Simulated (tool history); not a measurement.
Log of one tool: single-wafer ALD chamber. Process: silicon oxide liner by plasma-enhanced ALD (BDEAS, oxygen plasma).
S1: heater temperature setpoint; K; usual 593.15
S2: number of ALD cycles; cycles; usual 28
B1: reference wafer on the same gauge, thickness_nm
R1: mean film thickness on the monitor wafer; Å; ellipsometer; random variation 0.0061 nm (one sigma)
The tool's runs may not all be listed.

run	hour	S1	S2	B1	R1
1	0	593.15	28	2.87	24.34
2	45.6	589.15	28	2.874	24.39
3	96.2	589.15	28	2.868	24.46
4	165.1	589.15	28	2.871	24.31
5	224	593.15	30	2.871	26.03
6	260.5	583.15	28	2.867	24.65
7	330.7	583.15	28	2.871	24.61
8	392	583.15	28	2.871	24.65
9	424.5	603.15	30	2.868	25.75
10	459	593.15	24	2.869	20.91
# hour 491.7: gauge calibrated
11	517	593.15	28	2.871	24.28
# hour 561: thermocouple changed; heater temperature recalibrated
12	561.5	581.15	26	2.871	22.91
13	616.1	583.15	28	2.866	24.67
14	669.9	581.15	33	2.869	29.09
15	713	583.15	30	2.867	26.45
16	749	605.15	31	2.87	26.43

The tool's hidden state at each run:
wafer temperature above the value expected at the setpoint (K): 0 in every run
gauge reads high (%): 0 in every run
